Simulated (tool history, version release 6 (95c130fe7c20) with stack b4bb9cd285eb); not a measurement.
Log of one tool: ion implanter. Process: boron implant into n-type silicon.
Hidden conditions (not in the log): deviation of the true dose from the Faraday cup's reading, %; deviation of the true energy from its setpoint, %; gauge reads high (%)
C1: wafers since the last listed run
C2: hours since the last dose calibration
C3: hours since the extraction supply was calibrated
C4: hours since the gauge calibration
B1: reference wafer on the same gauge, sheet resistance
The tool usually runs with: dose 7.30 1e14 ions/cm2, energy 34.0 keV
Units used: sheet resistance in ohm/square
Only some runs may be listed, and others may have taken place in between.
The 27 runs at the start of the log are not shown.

run 28 hour=325.8 | dose=8.54 energy=43.0 | C1=358 C2=194.7 C3=143.4 C4=131.6 | B1=115.02 | sheet_resistance=123.17
run 29 hour=339.1 | dose=8.24 energy=27.0 | C1=292 C2=208.0 C3=156.7 C4=144.9 | B1=114.77 | sheet_resistance=130.08
run 30 hour=356.6 | dose=5.92 energy=29.5 | C1=385 C2=225.5 C3=174.2 C4=162.4 | B1=115.01 | sheet_resistance=170.36
run 31 hour=365.3 | dose=5.48 energy=26.0 | C1=191 C2=234.2 C3=182.9 C4=171.1 | B1=114.85 | sheet_resistance=182.36
run 32 hour=382.4 | dose=7.30 energy=34.0 | C1=376 C2=251.3 C3=200.0 C4=188.2 | B1=114.78 | sheet_resistance=141.87
run 33 hour=392.5 | dose=5.36 energy=34.0 | C1=222 C2=261.4 C3=210.1 C4=198.3 | B1=114.88 | sheet_resistance=182.04
run 34 hour=399.4 | dose=7.30 energy=34.0 | C1=151 C2=268.3 C3=217.0 C4=205.2 | B1=114.91 | sheet_resistance=141.96
run 35 hour=408.0 | dose=5.29 energy=25.5 | C1=189 C2=276.9 C3=225.6 C4=213.8 | B1=115.04 | sheet_resistance=189.04
run 36 hour=417.5 | dose=9.34 energy=34.0 | C1=209 C2=286.4 C3=235.1 C4=223.3 | B1=115.07 | sheet_resistance=116.08
run 37 hour=431.3 | dose=7.30 energy=34.0 | C1=303 C2=300.2 C3=248.9 C4=237.1 | B1=115.12 | sheet_resistance=140.87
run 38 hour=444.1 | dose=9.06 energy=39.5 | C1=281 C2=313.0 C3=261.7 C4=249.9 | B1=115.21 | sheet_resistance=117.13

Here are 3 independent what-if runs from the current tool condition. What would each one return?
run A hour=444.5 | dose=7.30 energy=27.0 | C1=8 C2=313.4 C3=262.1 C4=250.3 | B1=? | sheet_resistance=?
run B hour=444.5 | dose=8.20 energy=27.5 | C1=8 C2=313.4 C3=262.1 C4=250.3 | B1=? | sheet_resistance=?
run C hour=444.5 | dose=8.12 energy=30.5 | C1=8 C2=313.4 C3=262.1 C4=250.3 | B1=? | sheet_resistance=?

run=A B1=114.89 sheet_resistance=144.38
run=B B1=114.89 sheet_resistance=130.84
run=C B1=114.89 sheet_resistance=131.00
Had the tool no hidden state, the same runs would have come out as:
run=A sheet_resistance=146.32
run=B sheet_resistance=132.58
run=C sheet_resistance=132.74
